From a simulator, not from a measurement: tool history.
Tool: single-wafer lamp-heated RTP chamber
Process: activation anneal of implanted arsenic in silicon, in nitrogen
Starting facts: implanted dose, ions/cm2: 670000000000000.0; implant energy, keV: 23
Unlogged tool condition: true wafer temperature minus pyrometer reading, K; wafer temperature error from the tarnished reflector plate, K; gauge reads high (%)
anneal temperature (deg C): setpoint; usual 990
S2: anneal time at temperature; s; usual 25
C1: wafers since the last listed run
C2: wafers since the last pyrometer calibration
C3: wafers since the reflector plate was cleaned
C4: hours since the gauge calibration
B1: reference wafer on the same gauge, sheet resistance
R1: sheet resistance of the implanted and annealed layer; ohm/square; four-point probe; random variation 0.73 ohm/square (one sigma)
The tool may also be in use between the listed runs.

Run 1, hour 0.0: usual settings; C1 0; C2 6521; C3 7758; C4 4046.7; B1 191.52. Result: R1 170.70 ohm/square.
Run 2, hour 37.7: usual settings but anneal temperature (deg C) 1011; C1 539; C2 7061; C3 8298; C4 4084.4; B1 190.84. Result: R1 168.53 ohm/square.
Run 3, hour 95.9: usual settings but anneal temperature (deg C) 1011; C1 833; C2 7894; C3 9131; C4 4142.6; B1 190.54. Result: R1 168.16 ohm/square.
Run 4, hour 171.8: usual settings but anneal temperature (deg C) 1011; C1 1086; C2 8980; C3 10217; C4 4218.5; B1 191.15. Result: R1 167.00 ohm/square.
At hour 249.2: pyrometer window cleaned and pyrometer calibrated.
Run 5, hour 255.3: usual settings; C1 1080; C2 87; C3 11298; C4 4302.0; B1 190.50. Result: R1 171.92 ohm/square.
At hour 291.6: reflector plate cleaned.
Run 6, hour 334.3: usual settings; C1 1016; C2 1103; C3 611; C4 4381.0; B1 190.65. Result: R1 170.57 ohm/square.
Run 7, hour 434.7: usual settings; C1 1437; C2 2541; C3 2048; C4 4481.4; B1 191.21. Result: R1 171.37 ohm/square.
Run 8, hour 494.5: usual settings; C1 855; C2 3396; C3 2904; C4 4541.2; B1 190.91. Result: R1 170.58 ohm/square.
Run 9, hour 588.6: usual settings but anneal temperature (deg C) 971; C1 1346; C2 4743; C3 4251; C4 4635.3; B1 191.00. Result: R1 174.55 ohm/square.
At hour 800.4: gauge calibrated.
Run 10, hour 849.5: usual settings but anneal temperature (deg C) 971; C1 3734; C2 8478; C3 7985; C4 49.1; B1 190.84. Result: R1 174.21 ohm/square.
Run 11, hour 929.9: usual settings but S2 33 s; C1 1150; C2 9629; C3 9136; C4 129.5; B1 190.88. Result: R1 169.14 ohm/square.
Run 12, hour 1011.8: usual settings but anneal temperature (deg C) 982, S2 29 s; C1 1172; C2 10801; C3 10308; C4 211.4; B1 191.30. Result: R1 171.92 ohm/square.
At hour 1056.6: pyrometer window cleaned and pyrometer calibrated.
At hour 1060.2: reflector plate cleaned.
Run 13, hour 1098.9: usual settings but anneal temperature (deg C) 961, S2 32 s; C1 1080; C2 553; C3 553; C4 298.5; B1 190.41. Result: R1 174.80 ohm/square.
Run 14, hour 1144.5: usual settings; C1 652; C2 1206; C3 1206; C4 344.1; B1 190.75. Result: R1 171.63 ohm/square.
Run 15, hour 1218.4: usual settings but anneal temperature (deg C) 1011; C1 1057; C2 2263; C3 2263; C4 418.0; B1 191.42. Result: R1 167.86 ohm/square.
Run 16, hour 1274.0: usual settings but S2 32 s; C1 795; C2 3059; C3 3059; C4 473.6; B1 190.99. Result: R1 170.50 ohm/square.
Run 17, hour 1369.7: usual settings but anneal temperature (deg C) 982, S2 29 s; C1 1369; C2 4429; C3 4429; C4 569.3; B1 190.94. Result: R1 171.93 ohm/square.
Run 18, hour 1427.8: usual settings but anneal temperature (deg C) 972, S2 38 s; C1 831; C2 5261; C3 5261; C4 627.4; B1 191.15. Result: R1 171.99 ohm/square.
Run 19, hour 1505.7: usual settings but S2 35 s; C1 1115; C2 6376; C3 6376; C4 705.3; B1 190.94. Result: R1 169.32 ohm/square.
Run 20, hour 1612.2: usual settings but anneal temperature (deg C) 1011, S2 18 s; C1 1524; C2 7900; C3 7900; C4 811.8; B1 190.50. Result: R1 169.07 ohm/square.
At hour 1776.0: reflector plate cleaned.
Run 21, hour 1810.1: usual settings but anneal temperature (deg C) 1020, S2 31 s; C1 2718; C2 10618; C3 488; C4 1009.7; B1 191.35. Result: R1 163.95 ohm/square.
Run 22, hour 1858.8: usual settings but anneal temperature (deg C) 961, S2 19 s; C1 697; C2 11315; C3 1185; C4 1058.4; B1 190.95. Result: R1 178.38 ohm/square.
At hour 1908.5: pyrometer window cleaned and pyrometer calibrated.
Run 23, hour 1946.4: usual settings but anneal temperature (deg C) 1001, S2 14 s; C1 1139; C2 542; C3 2324; C4 1146.0; B1 191.18. Result: R1 173.05 ohm/square.
Run 24, hour 1988.5: usual settings; C1 602; C2 1144; C3 2927; C4 1188.1; B1 190.78. Result: R1 171.44 ohm/square.
Run 25, hour 2040.2: usual settings but anneal temperature (deg C) 1013; C1 740; C2 1884; C3 3667; C4 1239.8; B1 191.19. Result: R1 166.83 ohm/square.
Run 26, hour 2084.1: usual settings but anneal temperature (deg C) 967, S2 36 s; C1 628; C2 2513; C3 4295; C4 1283.7; B1 190.68. Result: R1 171.51 ohm/square.
Run 27, hour 2134.2: usual settings but anneal temperature (deg C) 966, S2 37 s; C1 717; C2 3230; C3 5012; C4 1333.8; B1 190.89. Result: R1 173.90 ohm/square.
Run 28, hour 2234.9: usual settings but anneal temperature (deg C) 1017, S2 38 s; C1 1441; C2 4671; C3 6454; C4 1434.5; B1 191.06. Result: R1 163.79 ohm/square.
Run 29, hour 2295.3: usual settings but anneal temperature (deg C) 1005, S2 12 s; C1 864; C2 5536; C3 7318; C4 1494.9; B1 191.14. Result: R1 173.44 ohm/square.
Run 30, hour 2331.3: usual settings; C1 515; C2 6051; C3 7833; C4 1530.9; B1 191.32. Result: R1 169.54 ohm/square.
Run 31, hour 2388.4: usual settings but anneal temperature (deg C) 1002, S2 13 s; C1 817; C2 6868; C3 8651; C4 1588.0; B1 190.70. Result: R1 173.97 ohm/square.
Run 32, hour 2430.4: usual settings but S2 30 s; C1 601; C2 7470; C3 9252; C4 1630.0; B1 190.76. Result: R1 171.37 ohm/square.
Run 33, hour 2523.4: usual settings; C1 1331; C2 8801; C3 10583; C4 1723.0; B1 191.01. Result: R1 171.97 ohm/square.
Run 34, hour 2568.0: usual settings but anneal temperature (deg C) 1018, S2 19 s; C1 638; C2 9439; C3 11221; C4 1767.6; B1 191.19. Result: R1 168.52 ohm/square.
At hour 2672.4: pyrometer window cleaned and pyrometer calibrated.
Run 35, hour 2673.2: usual settings but anneal temperature (deg C) 1004, S2 18 s; C1 1391; C2 10; C3 12613; C4 1872.8; B1 190.93. Result: R1 172.46 ohm/square.
At hour 2689.8: reflector plate cleaned.
Run 36, hour 2761.0: usual settings but anneal temperature (deg C) 1009, S2 12 s; C1 1142; C2 1153; C3 1019; C4 1960.6; B1 190.85. Result: R1 172.67 ohm/square.

Below are 4 alternative next runs, each starting from the tool's condition after run 36. Predict each:
Run A, hour 2761.4: usual settings but S2 31 s; C1 5; C2 1158; C3 1025; C4 1961.0; B1 ?. Result: R1 ?.
Run B, hour 2761.4: usual settings but anneal temperature (deg C) 970, S2 21 s; C1 5; C2 1158; C3 1025; C4 1961.0; B1 ?. Result: R1 ?.
Run C, hour 2761.4: usual settings but anneal temperature (deg C) 981, S2 34 s; C1 5; C2 1158; C3 1025; C4 1961.0; B1 ?. Result: R1 ?.
Run D, hour 2761.4: usual settings but anneal temperature (deg C) 1006, S2 21 s; C1 5; C2 1158; C3 1025; C4 1961.0; B1 ?. Result: R1 ?.

run      B1      R1
  A  191.27  170.01
  B  191.27  175.90
  C  191.27  170.97
  D  191.27  169.93
With no hidden state in the tool, these same runs would have given:
run      R1
  A  170.01
  B  175.90
  C  170.97
  D  169.93

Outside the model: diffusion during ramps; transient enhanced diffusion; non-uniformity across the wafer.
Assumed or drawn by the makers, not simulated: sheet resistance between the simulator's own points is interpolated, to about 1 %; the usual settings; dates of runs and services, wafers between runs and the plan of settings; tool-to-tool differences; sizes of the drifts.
